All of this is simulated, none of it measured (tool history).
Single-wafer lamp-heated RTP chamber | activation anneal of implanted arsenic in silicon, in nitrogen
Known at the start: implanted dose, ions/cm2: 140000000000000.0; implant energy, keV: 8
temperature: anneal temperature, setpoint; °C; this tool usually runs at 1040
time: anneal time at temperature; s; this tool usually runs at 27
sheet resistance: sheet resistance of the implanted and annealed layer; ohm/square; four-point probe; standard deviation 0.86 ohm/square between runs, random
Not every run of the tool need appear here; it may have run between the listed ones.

run	day	temperature	time	wafers since the last listed run	wafers since the last pyrometer calibration	wafers since the reflector plate was cleaned	hours since the gauge calibration	read-back reference wafer on the same gauge, sheet resistance	sheet resistance
1	0.000	1040	27	0	5743	7546	275.2	540.95	566.31
2	1.271	1040	16	380	6123	7926	305.7	540.88	576.83
3	1.596	1040	16	97	6220	8024	313.5	541.27	576.78
4	2.329	1040	16	219	6440	8243	331.1	540.87	578.35
5	2.958	1040	27	188	6628	8431	346.2	541.14	567.48
6	3.538	1040	27	173	6801	8604	360.1	540.91	566.60
7	4.204	1040	27	199	7001	8804	376.1	541.02	566.01
8	4.725	1040	27	155	7156	8960	388.6	540.94	566.23
9	5.158	1063	23	129	7286	9089	399.0	541.09	555.20
10	5.629	1040	37	140	7427	9230	410.3	540.83	558.41
11	5.892	1040	37	78	7506	9309	416.6	541.14	557.97
12	6.175	1040	37	84	7590	9394	423.4	540.97	557.56
# day 6.854: reflector plate cleaned
13	6.875	1040	27	109	7700	5	440.2	540.75	564.92
14	7.275	1040	27	119	7820	125	449.8	540.92	565.70
15	7.688	1040	18	123	7943	249	459.7	540.91	572.82
16	8.012	1040	18	97	8040	346	467.5	540.91	574.17
17	8.625	1040	19	183	8224	529	482.2	541.07	570.31
18	8.996	1040	19	110	8335	640	491.1	540.94	573.52
19	9.254	1040	27	77	8412	717	497.3	540.73	564.83
20	9.992	1040	27	220	8633	938	515.0	540.75	563.31
21	10.646	1040	27	195	8828	1134	530.7	541.08	562.66
22	11.229	1012	33	174	9003	1308	544.7	541.12	573.54
# day 11.462: gauge calibrated
23	11.771	1028	43	162	9165	1470	7.4	540.93	557.75
# day 12.354: pyrometer window cleaned and pyrometer calibrated
24	12.375	1057	27	81	6	1551	21.9	540.89	562.09
25	12.708	1027	11	99	106	1651	29.9	541.23	588.00
26	14.662	1059	13	584	690	2236	76.8	541.10	576.09
27	15.171	1025	15	152	842	2388	89.0	540.95	585.90
28	15.525	1040	41	105	948	2494	97.5	540.86	559.55
29	15.821	1040	27	88	1037	2582	104.6	541.03	571.23
30	16.417	1020	41	178	1215	2761	118.9	540.93	572.68
31	17.000	1054	13	174	1390	2935	132.9	540.69	579.70
32	17.358	1040	27	107	1497	3042	141.5	541.01	572.02
33	18.088	1050	15	218	1715	3260	159.0	541.06	578.71
34	18.442	1040	27	105	1821	3366	167.5	541.03	570.73
35	18.908	1060	27	139	1961	3506	178.7	541.09	560.40
36	19.196	1020	16	86	2047	3592	185.6	541.20	587.08

For each run, the measured value with the value that run would have given without the tool's hidden condition subtracted. The run-to-run variation is shared by both, the gauge scatter possibly not:
The hidden state here: true wafer temperature minus pyrometer reading, K; wafer temperature error from the tarnished reflector plate, K; gauge reads high (%).
run	sheet resistance
1	-3.88
2	-3.19
3	-3.26
4	-3.46
5	-4.89
6	-5.09
7	-5.34
8	-5.55
9	-6.71
10	-6.93
11	-7.06
12	-7.19
13	-6.44
14	-6.63
15	-5.44
16	-5.57
17	-5.96
18	-6.14
19	-7.56
20	-7.91
21	-8.24
22	-6.79
23	-9.82
24	-0.09
25	-0.04
26	-0.09
27	-0.07
28	-0.18
29	-0.17
30	-0.19
31	-0.19
32	-0.26
33	-0.26
34	-0.35
35	-0.49
36	-0.23

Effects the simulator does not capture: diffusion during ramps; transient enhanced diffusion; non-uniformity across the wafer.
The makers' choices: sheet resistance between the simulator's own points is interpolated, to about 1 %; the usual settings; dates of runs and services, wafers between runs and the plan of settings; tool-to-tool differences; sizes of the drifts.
